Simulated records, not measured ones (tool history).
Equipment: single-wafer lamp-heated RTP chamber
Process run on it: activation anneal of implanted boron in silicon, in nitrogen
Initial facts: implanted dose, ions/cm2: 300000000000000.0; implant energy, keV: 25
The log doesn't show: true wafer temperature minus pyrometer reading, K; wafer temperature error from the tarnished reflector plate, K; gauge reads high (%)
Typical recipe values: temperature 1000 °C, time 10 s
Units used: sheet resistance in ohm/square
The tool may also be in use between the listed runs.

run,hour,temperature,time,wafers since the last listed run,wafers since the last pyrometer calibration,wafers since the reflector plate was cleaned,hours since the gauge calibration,"read-back reference wafer on the same gauge, sheet resistance",sheet resistance
1,0,1000,10,0,320,2956,59.6,357.75,339.37
2,19.4,1000,10,377,698,3334,79,358.16,339.88
3,40.2,1000,10,404,1103,3739,99.8,358.01,338.14
4,67.3,987,14,527,1630,4267,126.9,358.44,343.07
5,91.1,987,14,463,2093,4730,150.7,357.8,340.72
# hour 106.2: reflector plate cleaned
6,129.7,987,14,595,2689,457,189.3,357.96,343.42
7,159.5,1000,10,580,3269,1037,219.1,358.13,338.32
8,187.4,1000,10,543,3813,1580,247,358.19,338.63
9,215.5,1000,10,547,4360,2127,275.1,358.08,337.71
10,228,1000,10,243,4603,2371,287.6,357.95,336.51
11,253.2,983,10,490,5094,2861,312.8,358.26,344.85
12,269.9,976,10,325,5419,3186,329.5,357.95,347.63
13,294.8,1000,13,484,5903,3671,354.4,357.95,333.68
# hour 299.4: gauge calibrated
# hour 304.4: pyrometer window cleaned and pyrometer calibrated
14,319.5,992,14,325,293,3996,20.1,357.97,339.26
# hour 346.2: reflector plate cleaned
15,350.9,1008,13,455,749,92,51.5,358.33,335.57
16,372.3,1030,13,416,1165,509,72.9,358.35,333.26
17,398.2,1000,10,504,1670,1013,98.8,357.94,339.58
18,415.5,1000,10,336,2006,1350,116.1,358.01,339.54
19,450,973,14,671,2678,2021,150.6,357.89,355.75
20,483.8,1000,10,658,3336,2679,184.4,358.08,338.19
21,507.4,1000,10,459,3796,3139,208,357.76,338.52
22,525.1,1024,13,344,4140,3483,225.7,357.87,332.07
23,552.3,1000,7,529,4670,4013,252.9,357.8,338.71

3 options for the next run, each taken on its own from the tool as it stands now. Forecast them:
A,552.7,1000,14,7,4678,4021,253.3,?,?
B,552.7,980,6,7,4678,4021,253.3,?,?
C,552.7,970,5,7,4678,4021,253.3,?,?

run,"read-back reference wafer on the same gauge, sheet resistance",sheet resistance
A,357.98,334.92
B,357.98,346.79
C,357.98,357.22
Take away the tool's hidden state, keep each run's random variation, and the runs would have read:
run,sheet resistance
A,340.11
B,364.55
C,382.65
